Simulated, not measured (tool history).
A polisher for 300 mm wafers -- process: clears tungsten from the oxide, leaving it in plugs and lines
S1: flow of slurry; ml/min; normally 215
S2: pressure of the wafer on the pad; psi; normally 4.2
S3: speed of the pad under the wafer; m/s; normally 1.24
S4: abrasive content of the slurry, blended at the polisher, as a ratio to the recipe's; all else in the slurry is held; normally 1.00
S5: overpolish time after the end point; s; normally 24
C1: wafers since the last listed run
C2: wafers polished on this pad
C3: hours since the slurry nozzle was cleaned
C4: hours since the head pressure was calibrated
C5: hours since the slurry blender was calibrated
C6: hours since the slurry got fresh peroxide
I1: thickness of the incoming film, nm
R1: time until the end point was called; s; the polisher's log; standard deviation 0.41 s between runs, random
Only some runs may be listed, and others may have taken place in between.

run   hour   S1   S2    S3    S4  S5   C1   C2     C3     C4     C5     C6     I1    R1
  1    0.0  215  4.2  1.24  1.15  24    0   38  437.8  329.6   28.5   54.0  249.1  43.1
  2   26.6  215  4.2  1.24  1.15  24  222  260  464.4  356.2   55.1   80.6  254.9  42.9
      51.1  -- slurry tank refilled with fresh slurry and peroxide
  3   60.9  215  4.2  1.24  1.10  24  278  538  498.7  390.5   89.4    9.8  248.4  42.0
  4   80.1  215  4.2  1.24  1.10  24  160  699  517.9  409.7  108.6   29.0  247.0  42.2
      87.0  -- worn pad replaced by a new one
  5  101.2  215  4.2  1.24  1.10  24  142  118  539.0  430.8  129.7   50.1  250.3  42.7
  6  116.4  215  3.9  1.54  1.00  24  127  245  554.2  446.0  144.9   65.3  253.0  37.9
  7  132.7  215  3.9  1.54  1.00  24  136  381  570.5  462.3  161.2   81.6  253.8  38.0
  8  164.4  215  4.2  1.24  1.20  24  264  646  602.2  494.0  192.9  113.3  252.5  41.0
     167.6  -- slurry tank refilled with fresh slurry and peroxide
     169.3  -- worn pad replaced by a new one
  9  183.9  215  4.2  1.24  0.85  24  141  122  621.7  513.5  212.4   16.3  254.5  45.9
 10  196.3  280  3.3  1.24  1.00  29  103  226  634.1  525.9  224.8   28.7  250.0  51.1
     225.7  -- slurry nozzle cleaned
 11  230.2  215  4.2  1.24  1.00  24  274  501    4.5  559.8  258.7   62.6  250.8  43.0
     239.4  -- slurry blender recalibrated
     251.9  -- worn pad replaced by a new one
 12  252.2  215  4.2  1.58  1.20  24  133    2   26.5  581.8   12.8   84.6  251.1  32.3
 13  275.2  215  4.2  1.24  1.00  24  192  194   49.5  604.8   35.8  107.6  250.5  42.5
     297.5  -- slurry tank refilled with fresh slurry and peroxide
     303.6  -- head pressure recalibrated
 14  310.3  215  4.2  1.08  1.00  24  268  463   84.6    6.7   70.9   12.8  252.2  55.2

Run 15 has not been measured yet. What should we expect?
 15  325.8  215  3.7  1.24  1.00  24  129  592  100.1  22.2  86.4  28.3  249.1   ?

{"run 15": {"R1": 53.1}}
Had the tool carried no hidden state, the very same run would have given R1 53.1 s.
